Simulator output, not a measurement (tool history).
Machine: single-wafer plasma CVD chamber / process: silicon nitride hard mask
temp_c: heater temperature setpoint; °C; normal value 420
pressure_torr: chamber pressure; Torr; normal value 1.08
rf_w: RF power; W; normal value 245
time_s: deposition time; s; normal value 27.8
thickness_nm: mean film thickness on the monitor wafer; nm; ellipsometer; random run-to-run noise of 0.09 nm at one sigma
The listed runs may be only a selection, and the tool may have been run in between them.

run   hour  temp_c  pressure_torr  rf_w  time_s  wafers since the last listed run  hours since the last thermocouple change  hours since the last RF generator calibration  hours since the last manometer calibration  hours since the showerhead was replaced  hours since the gauge calibration  read-back reference wafer on the same gauge, thickness_nm  thickness_nm
  1    0.0     420           1.08   245    27.8                                 0                                    1524.1                                          693.0                                      1420.2                                   2528.0                              613.9                                                     26.231        24.892
  2   14.3     420           1.08   245    27.8                               304                                    1538.4                                          707.3                                      1434.5                                   2542.3                              628.2                                                     26.237        24.915
  3   33.0     420           1.08   245    27.8                               398                                    1557.1                                          726.0                                      1453.2                                   2561.0                              646.9                                                     26.184        25.149
  4   63.8     420           1.08   245    27.8                               656                                    1587.9                                          756.8                                      1484.0                                   2591.8                              677.7                                                     26.186        25.020
  5   77.8     420           1.28   245    27.8                               298                                    1601.9                                          770.8                                      1498.0                                   2605.8                              691.7                                                     26.190        26.440
  6  103.5     420           1.08   245    31.7                               548                                    1627.6                                          796.5                                      1523.7                                   2631.5                              717.4                                                     26.196        28.410
     116.0  -- showerhead replaced
     125.4  -- thermocouple changed; heater temperature recalibrated
  7  127.8     420           1.08   245    31.7                               176                                       2.4                                          820.8                                      1548.0                                     11.8                              741.7                                                     26.165        28.279
     157.3  -- RF generator calibrated
  8  157.8     420           1.08   245    31.7                               469                                      32.4                                            0.5                                      1578.0                                     41.8                              771.7                                                     26.166        28.403
  9  179.4     420           1.08   245    27.8                               460                                      54.0                                           22.1                                      1599.6                                     63.4                              793.3                                                     26.163        24.767
     195.7  -- gauge calibrated
     203.2  -- capacitance manometer re-zeroed and calibrated
 10  241.3     420           1.32   245    25.6                              1149                                     115.9                                           84.0                                        38.1                                    125.3                               45.6                                                     26.189        24.124
 11  263.1     420           1.20   245    27.8                               464                                     137.7                                          105.8                                        59.9                                    147.1                               67.4                                                     26.153        25.350
 12  285.3     428           1.08   275    27.8                               473                                     159.9                                          128.0                                        82.1                                    169.3                               89.6                                                     26.239        25.678
 13  301.2     420           1.20   245    27.8                               339                                     175.8                                          143.9                                        98.0                                    185.2                              105.5                                                     26.233        25.314
 14  314.8     433           0.91   290    27.8                               290                                     189.4                                          157.5                                       111.6                                    198.8                              119.1                                                     26.204        24.658
 15  331.6     408           0.81   290    31.6                               358                                     206.2                                          174.3                                       128.4                                    215.6                              135.9                                                     26.225        26.967
 16  349.3     420           1.08   245    27.8                               377                                     223.9                                          192.0                                       146.1                                    233.3                              153.6                                                     26.176        24.402
     366.0  -- capacitance manometer re-zeroed and calibrated, repeated, since the last time left the tool worse
 17  383.0     420           0.93   290    27.8                               548                                     257.6                                          225.7                                        17.0                                    267.0                              187.3                                                     26.231        26.193
 18  488.9     429           1.08   245    27.8                              2258                                     363.5                                          331.6                                       122.9                                    372.9                              293.2                                                     26.158        25.352
 19  503.6     420           1.08   245    27.8                               313                                     378.2                                          346.3                                       137.6                                    387.6                              307.9                                                     26.180        25.262
 20  532.8     420           1.16   210    22.4                               622                                     407.4                                          375.5                                       166.8                                    416.8                              337.1                                                     26.166        19.346
 21  559.4     420           1.08   290    27.8                               567                                     434.0                                          402.1                                       193.4                                    443.4                              363.7                                                     26.161        27.655
 22  584.1     430           1.08   230    27.8                               526                                     458.7                                          426.8                                       218.1                                    468.1                              388.4                                                     26.204        24.494
 23  604.6     420           1.08   245    27.8                               437                                     479.2                                          447.3                                       238.6                                    488.6                              408.9                                                     26.215        25.263
 24  623.6     412           1.25   245    30.3                               405                                     498.2                                          466.3                                       257.6                                    507.6                              427.9                                                     26.210        29.124
 25  651.8     407           1.18   245    27.8                               601                                     526.4                                          494.5                                       285.8                                    535.8                              456.1                                                     26.201        26.214
 26  673.8     420           1.01   245    24.4                               469                                     548.4                                          516.5                                       307.8                                    557.8                              478.1                                                     26.195        21.609
 27  707.5     420           0.85   245    33.3                               718                                     582.1                                          550.2                                       341.5                                    591.5                              511.8                                                     26.238        27.755
 28  738.2     420           0.93   290    27.8                               654                                     612.8                                          580.9                                       372.2                                    622.2                              542.5                                                     26.203        26.013
 29  754.3     426           1.19   245    27.8                               343                                     628.9                                          597.0                                       388.3                                    638.3                              558.6                                                     26.171        25.937

Here are 3 independent what-if runs from the current tool condition. What would each one return?
  A  754.7     420           1.08   245    27.8                                 8                                     629.3                                          597.4                                       388.7                                    638.7                              559.0                                                          ?             ?
  B  754.7     406           0.91   245    27.8                                 8                                     629.3                                          597.4                                       388.7                                    638.7                              559.0                                                          ?             ?
  C  754.7     426           1.08   245    27.8                                 8                                     629.3                                          597.4                                       388.7                                    638.7                              559.0                                                          ?             ?

run  read-back reference wafer on the same gauge, thickness_nm  thickness_nm
  A                                                     26.239        25.319
  B                                                     26.239        23.953
  C                                                     26.239        25.241
The same runs, with their run-to-run variation unchanged, on a tool lacking any hidden condition would have given:
run  thickness_nm
  A        25.424
  B        24.064
  C        25.346

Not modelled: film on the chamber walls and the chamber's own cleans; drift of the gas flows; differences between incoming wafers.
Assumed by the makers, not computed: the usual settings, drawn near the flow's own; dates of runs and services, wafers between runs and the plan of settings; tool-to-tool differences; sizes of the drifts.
